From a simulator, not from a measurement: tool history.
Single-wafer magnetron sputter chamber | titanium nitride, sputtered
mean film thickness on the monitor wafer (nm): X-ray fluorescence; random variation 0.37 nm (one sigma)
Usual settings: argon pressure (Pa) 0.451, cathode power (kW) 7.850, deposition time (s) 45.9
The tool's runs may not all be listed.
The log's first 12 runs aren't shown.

| run | day | argon pressure (Pa) | cathode power (kW) | deposition time (s) | wafers since the last listed run | wafers on the sputter target | hours since the last manometer calibration | hours since the magnet pack was replaced | hours since the gauge calibration | read-back reference wafer on the same gauge, thickness_nm | mean film thickness on the monitor wafer (nm) |
|---|---|---|---|---|---|---|---|---|---|---|---|
|  | 46.021 | sputter target and shields replaced |
| 13 | 48.650 | 0.520 | 7.850 | 45.9 | 1094 | 912 | 1993.4 | 95.9 | 3416.0 | 75.178 | 72.323 |
| 14 | 53.092 | 0.629 | 8.450 | 45.9 | 1540 | 2452 | 2100.0 | 202.5 | 3522.6 | 75.368 | 75.971 |
| 15 | 56.662 | 0.605 | 9.550 | 38.4 | 1238 | 3691 | 2185.7 | 288.2 | 3608.3 | 75.432 | 72.088 |
|  | 59.250 | gauge calibrated |
| 16 | 60.992 | 0.451 | 7.850 | 45.9 | 1501 | 5193 | 2289.6 | 392.1 | 41.8 | 75.374 | 74.708 |
| 17 | 65.246 | 0.319 | 7.850 | 39.1 | 1475 | 6669 | 2391.7 | 494.2 | 143.9 | 75.278 | 66.977 |
| 18 | 68.896 | 0.332 | 7.850 | 45.9 | 1266 | 7935 | 2479.3 | 581.8 | 231.5 | 75.593 | 77.550 |
| 19 | 78.146 | 0.451 | 7.850 | 37.7 | 3208 | 11144 | 2701.3 | 803.8 | 453.5 | 75.374 | 61.988 |
|  | 79.367 | sputter target and shields replaced |
| 20 | 80.558 | 0.451 | 9.500 | 45.9 | 721 | 413 | 2759.2 | 861.7 | 511.4 | 75.452 | 91.616 |
|  | 83.842 | capacitance manometer re-zeroed and calibrated |
| 21 | 84.775 | 0.451 | 7.850 | 45.9 | 1347 | 1760 | 22.4 | 962.9 | 612.6 | 75.550 | 73.333 |
| 22 | 87.729 | 0.376 | 7.200 | 42.9 | 1024 | 2785 | 93.3 | 1033.8 | 683.5 | 75.370 | 64.230 |
| 23 | 89.658 | 0.451 | 7.850 | 45.9 | 669 | 3455 | 139.6 | 1080.1 | 729.8 | 75.322 | 73.430 |
| 24 | 92.304 | 0.372 | 7.850 | 41.6 | 917 | 4372 | 203.1 | 1143.6 | 793.3 | 75.439 | 68.173 |
| 25 | 94.446 | 0.451 | 8.850 | 45.9 | 742 | 5115 | 254.5 | 1195.0 | 844.7 | 75.308 | 82.008 |
| 26 | 96.600 | 0.325 | 7.850 | 53.2 | 747 | 5863 | 306.2 | 1246.7 | 896.4 | 75.516 | 87.943 |
| 27 | 101.204 | 0.451 | 7.850 | 45.9 | 1597 | 7460 | 416.7 | 1357.2 | 1006.9 | 75.279 | 73.569 |
| 28 | 102.771 | 0.346 | 6.700 | 54.6 | 543 | 8003 | 454.3 | 1394.8 | 1044.5 | 75.250 | 77.516 |
| 29 | 106.171 | 0.535 | 8.950 | 54.8 | 1179 | 9183 | 535.9 | 1476.4 | 1126.1 | 75.390 | 97.024 |
| 30 | 109.129 | 0.319 | 6.600 | 39.8 | 1026 | 10209 | 606.9 | 1547.4 | 1197.1 | 75.538 | 56.583 |
|  | 113.662 | sputter target and shields replaced |
| 31 | 120.338 | 0.451 | 7.850 | 45.9 | 3772 | 2315 | 875.9 | 1816.4 | 1466.1 | 75.368 | 73.730 |
| 32 | 132.812 | 0.349 | 9.150 | 45.9 | 4327 | 6643 | 1175.3 | 2115.8 | 1765.5 | 75.435 | 89.518 |
| 33 | 134.588 | 0.587 | 9.150 | 45.9 | 615 | 7259 | 1217.9 | 2158.4 | 1808.1 | 75.490 | 81.833 |
| 34 | 137.833 | 0.451 | 7.250 | 39.7 | 1125 | 8385 | 1295.8 | 2236.3 | 1886.0 | 75.414 | 59.230 |
| 35 | 140.758 | 0.391 | 8.350 | 51.8 | 1014 | 9399 | 1366.0 | 2306.5 | 1956.2 | 75.241 | 91.788 |
| 36 | 145.021 | 0.384 | 7.300 | 45.9 | 1478 | 10878 | 1468.3 | 2408.8 | 2058.5 | 75.134 | 70.400 |

Forecast each of these 3 alternatives for the next run:
| A | 145.038 | 0.451 | 7.850 | 45.9 | 5 | 10884 | 1468.7 | 2409.2 | 2058.9 | ? | ? |
| B | 145.038 | 0.535 | 7.850 | 39.2 | 5 | 10884 | 1468.7 | 2409.2 | 2058.9 | ? | ? |
| C | 145.038 | 0.554 | 7.850 | 45.9 | 5 | 10884 | 1468.7 | 2409.2 | 2058.9 | ? | ? |

| run | read-back reference wafer on the same gauge, thickness_nm | mean film thickness on the monitor wafer (nm) |
|---|---|---|
| A | 75.295 | 74.041 |
| B | 75.295 | 61.411 |
| C | 75.295 | 71.436 |
Without the tool's hidden state the same runs would have given:
| run | mean film thickness on the monitor wafer (nm) |
|---|---|
| A | 72.647 |
| B | 60.043 |
| C | 69.790 |
